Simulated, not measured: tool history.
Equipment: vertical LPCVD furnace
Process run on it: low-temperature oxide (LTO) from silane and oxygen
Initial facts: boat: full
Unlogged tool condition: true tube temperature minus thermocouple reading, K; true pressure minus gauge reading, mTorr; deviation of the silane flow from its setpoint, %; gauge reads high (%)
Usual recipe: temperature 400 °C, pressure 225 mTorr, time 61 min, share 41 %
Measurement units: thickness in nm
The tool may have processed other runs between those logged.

run     day  temperature  pressure  time  share  wafers since the last listed run  hours since the last temperature calibration  hours since the pressure gauge was zeroed  hours since the silane flow controller was replaced  hours since the gauge calibration  read-back reference wafer on the same gauge, thickness  thickness
  1       0          400       225    61     41                                 0                                        1900.8                                       2922                                               6869.1                              108.7                                                  671.74     622.37
  2   0.738          400       225    61     41                               336                                        1918.5                                     2939.7                                               6886.8                              126.4                                                  672.05     622.78
  3   1.721          393       225    61     36                               448                                        1942.1                                     2963.3                                               6910.4                                150                                                  672.05     488.63
  4   3.133          393       225    61     36                               643                                          1976                                     2997.2                                               6944.3                              183.9                                                  672.07     490.96
  5   4.471          393       225    61     36                               609                                        2008.1                                     3029.3                                               6976.4                                216                                                  671.86     491.42
  6   5.617          400       185    61     41                               522                                        2035.6                                     3056.8                                               7003.9                              243.5                                                  671.86     511.95
  7   6.179          400       225    55     41                               256                                        2049.1                                     3070.3                                               7017.4                                257                                                  671.87     561.13
      7.554  -- silane flow controller replaced
  8   7.575          400       225    55     41                               180                                        2082.6                                     3103.8                                                  0.5                              290.5                                                  672.21     560.12
      8.629  -- pressure gauge zeroed
  9    8.65          406       225  69.5     41                                34                                        2108.4                                        0.5                                                 26.3                              316.3                                                  672.03     757.43
 10   9.838          400       225    61     41                               541                                        2136.9                                         29                                                 54.8                              344.8                                                  671.97     622.13
     11.233  -- gauge calibrated
     11.262  -- thermocouples replaced and temperature profile calibrated
 11  11.283          400       225    61     41                               203                                           0.5                                       63.7                                                 89.5                                1.2                                                  672.05     595.56
 12  11.862          410       225    61     39                               264                                          14.4                                       77.6                                                103.4                               15.1                                                  671.88     621.49
 13  13.246          409       205    48     46                               630                                          47.6                                      110.8                                                136.6                               48.3                                                   672.1     529.31
 14  14.275          407       225    61     41                               469                                          72.3                                      135.5                                                161.3                                 73                                                  672.25     643.67
 15    15.6          403       225  41.5     33                               604                                         104.1                                      167.3                                                193.1                              104.8                                                  672.04     318.85
 16  17.012          410       180    78     34                               643                                           138                                      201.2                                                  227                              138.7                                                  671.86      541.7
 17  18.117          400       225    61     37                               503                                         164.5                                      227.7                                                253.5                              165.2                                                  671.76     529.51
 18  18.838          411       280    61     34                               328                                         181.8                                        245                                                270.8                              182.5                                                  672.22     664.17

Here are 4 independent what-if runs from the current tool condition. What would each one return?
  A  19.038          400       225    61     41                                91                                         186.6                                      249.8                                                275.6                              187.3                                                       ?          ?
  B  19.038          400       225    61     43                                91                                         186.6                                      249.8                                                275.6                              187.3                                                       ?          ?
  C  19.038          400       225  52.5     37                                91                                         186.6                                      249.8                                                275.6                              187.3                                                       ?          ?
  D  19.038          390       190  37.5     41                                91                                         186.6                                      249.8                                                275.6                              187.3                                                       ?          ?

run  read-back reference wafer on the same gauge, thickness  thickness
  A                                                  672.15     597.95
  B                                                  672.15     630.73
  C                                                  672.15     454.24
  D                                                  672.15     277.83
Had the tool no hidden state, the same runs would have come out as:
run  thickness
  A     586.95
  B      619.3
  C     445.62
  D     272.52
